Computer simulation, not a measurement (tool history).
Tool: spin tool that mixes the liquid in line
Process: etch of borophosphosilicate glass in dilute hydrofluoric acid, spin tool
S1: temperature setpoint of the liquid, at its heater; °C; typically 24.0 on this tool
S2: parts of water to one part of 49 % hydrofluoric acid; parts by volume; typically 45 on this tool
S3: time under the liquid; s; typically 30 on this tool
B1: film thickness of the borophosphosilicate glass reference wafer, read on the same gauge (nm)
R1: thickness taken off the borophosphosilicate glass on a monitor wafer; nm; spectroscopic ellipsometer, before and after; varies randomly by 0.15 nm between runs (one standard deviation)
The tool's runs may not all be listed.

run	day	S1	S2	S3	B1	R1
1	0.000	24.0	45	20	140.01	19.56
2	0.488	24.0	45	20	140.02	19.32
3	1.146	24.0	45	20	139.97	19.26
4	1.633	24.0	45	30	139.97	29.19
5	2.008	24.0	45	30	140.00	29.21
6	2.650	24.0	45	30	139.96	29.14
7	3.229	26.5	60	30	139.95	23.55
8	3.696	26.5	60	30	139.99	23.76
9	4.229	26.5	60	30	140.02	23.45
10	4.629	21.5	45	30	140.00	26.11
11	5.471	24.0	45	25	139.99	24.16
12	5.846	24.0	45	25	139.99	23.97
13	6.517	22.0	45	20	139.99	17.64
14	7.196	21.0	60	15	139.99	9.39

Forecast run 15:
# day 7.208: gauge calibrated
# day 7.667: hydrofluoric acid flow meter replaced
15	7.817	24.0	45	30	?	?

B1: 140.01
R1: 32.77 nm
Take away the tool's hidden state, keep the run-to-run variation as it was, and the same run would have given R1 33.39 nm.
